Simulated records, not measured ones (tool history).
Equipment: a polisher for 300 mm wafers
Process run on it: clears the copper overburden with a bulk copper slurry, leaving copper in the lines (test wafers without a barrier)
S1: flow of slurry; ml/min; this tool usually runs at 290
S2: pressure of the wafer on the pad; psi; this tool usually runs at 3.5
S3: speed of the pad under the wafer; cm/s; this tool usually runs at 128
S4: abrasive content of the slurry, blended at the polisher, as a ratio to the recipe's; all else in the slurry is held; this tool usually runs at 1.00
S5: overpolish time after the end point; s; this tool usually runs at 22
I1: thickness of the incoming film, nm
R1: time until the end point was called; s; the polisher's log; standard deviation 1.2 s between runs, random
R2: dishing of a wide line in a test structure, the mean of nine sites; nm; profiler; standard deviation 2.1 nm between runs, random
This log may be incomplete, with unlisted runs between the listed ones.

run,day,S1,S2,S3,S4,S5,I1,R1,R2
1,0.000,290,3.5,128,0.75,22,846.7,77.8,99.3
2,2.392,290,3.5,128,0.75,22,858.0,78.6,100.7
3,3.517,290,3.5,100,1.00,22,852.8,87.1,94.4
4,6.283,290,3.5,100,1.00,22,859.0,83.1,103.0
5,8.721,290,3.5,100,1.00,22,850.6,84.8,98.1
6,12.812,290,3.5,128,1.00,22,842.4,69.9,103.4
7,13.946,290,3.5,128,1.00,22,837.3,71.8,104.2
8,15.179,290,3.5,128,1.00,22,845.5,72.9,105.4
9,16.275,290,3.5,128,0.85,27,850.5,75.3,108.6
10,18.888,290,3.5,128,1.00,22,834.7,69.1,105.5
11,21.054,290,3.5,128,1.00,22,859.9,70.8,103.9
12,22.271,290,3.5,128,1.00,22,848.2,70.6,105.5
13,23.504,265,4.0,128,1.00,22,858.4,64.7,117.7
14,25.454,290,3.5,100,1.00,22,847.5,83.7,97.5
15,26.833,290,3.5,128,1.00,22,853.9,73.4,102.4
16,27.954,290,2.3,90,0.80,22,859.4,137.7,70.6
17,30.821,290,3.5,128,1.00,27,847.3,70.5,116.6
18,32.571,290,3.5,128,0.85,22,853.3,72.9,106.7
19,34.521,235,2.6,150,1.10,22,837.5,83.9,92.7
20,36.154,290,3.5,128,1.00,22,851.8,71.1,103.9
21,37.458,290,3.1,128,1.00,22,851.2,81.7,96.3
22,39.742,370,3.5,116,1.10,26,835.2,73.0,109.1
23,41.179,290,3.5,128,1.00,22,856.9,73.9,100.8
24,42.783,290,3.5,128,1.00,33,851.5,69.3,121.2
25,44.450,290,3.8,148,1.00,26,855.2,58.9,122.2
26,46.092,240,3.5,128,1.25,22,851.9,68.9,111.5

Not shown: 14 entries that the log had between the listed runs. Between which runs, and how does the tool's hidden state differ before and after?
Logged between run 1 and run 2: slurry blender recalibrated (day 1.358)
  slurry flow missing at the pad, %: 25 -> 32.5
  the result without the hidden state subtracted from the measured one, R1: +2.6 -> +3.9 s; R2: -1.5 -> -2.3 nm
Logged between run 2 and run 3: worn pad replaced by a new one (day 2.933)
  slurry flow missing at the pad, %: 32.5 -> 36
  the result without the hidden state subtracted from the measured one, R1: +3.9 -> +5.1 s; R2: -2.3 -> -2.7 nm
Logged between run 3 and run 4: slurry nozzle cleaned (day 3.700)
  slurry flow missing at the pad, %: 36 -> 9.66
  the result without the hidden state subtracted from the measured one, R1: +5.1 -> +0.9 s; R2: -2.7 -> -0.5 nm
Logged between run 5 and run 6: worn pad replaced by a new one (day 11.179)
  slurry flow missing at the pad, %: 17.3 -> 30.1
  the result without the hidden state subtracted from the measured one, R1: +1.8 -> +3.1 s; R2: -1.0 -> -2.0 nm
Logged between run 7 and run 8: slurry blender recalibrated (day 15.008)
  slurry flow missing at the pad, %: 33.7 -> 37.6
  the result without the hidden state subtracted from the measured one, R1: +3.8 -> +4.5 s; R2: -2.3 -> -2.8 nm
Logged between run 9 and run 10: slurry nozzle cleaned (day 16.696)
  slurry flow missing at the pad, %: 41 -> 10.7
  the result without the hidden state subtracted from the measured one, R1: +5.4 -> +0.9 s; R2: -2.8 -> -0.5 nm
Logged between run 10 and run 11: head pressure recalibrated (day 19.804); worn pad replaced by a new one (day 20.492)
  slurry flow missing at the pad, %: 10.7 -> 17.5
  the result without the hidden state subtracted from the measured one, R1: +0.9 -> +1.5 s; R2: -0.5 -> -1.0 nm
Logged between run 15 and run 16: slurry blender recalibrated (day 27.517); slurry nozzle cleaned (day 27.833)
  slurry flow missing at the pad, %: 35.7 -> 0.535
  the result without the hidden state subtracted from the measured one, R1: +4.2 -> +0.1 s; R2: -2.5 -> +0.0 nm
Logged between run 16 and run 17: worn pad replaced by a new one (day 29.475)
  slurry flow missing at the pad, %: 0.535 -> 9.53
  the result without the hidden state subtracted from the measured one, R1: +0.1 -> +0.7 s; R2: +0.0 -> -0.4 nm
Logged between run 21 and run 22: worn pad replaced by a new one (day 38.325)
  slurry flow missing at the pad, %: 30.3 -> 37.5
  the result without the hidden state subtracted from the measured one, R1: +3.7 -> +3.5 s; R2: -2.0 -> -1.9 nm
Logged between run 22 and run 23: slurry blender recalibrated (day 40.521)
  slurry flow missing at the pad, %: 37.5 -> 42
  the result without the hidden state subtracted from the measured one, R1: +3.5 -> +5.5 s; R2: -1.9 -> -3.3 nm
Logged between run 23 and run 24: slurry nozzle cleaned (day 41.929)
  slurry flow missing at the pad, %: 42 -> 7.86
  the result without the hidden state subtracted from the measured one, R1: +5.5 -> +0.6 s; R2: -3.3 -> -0.3 nm
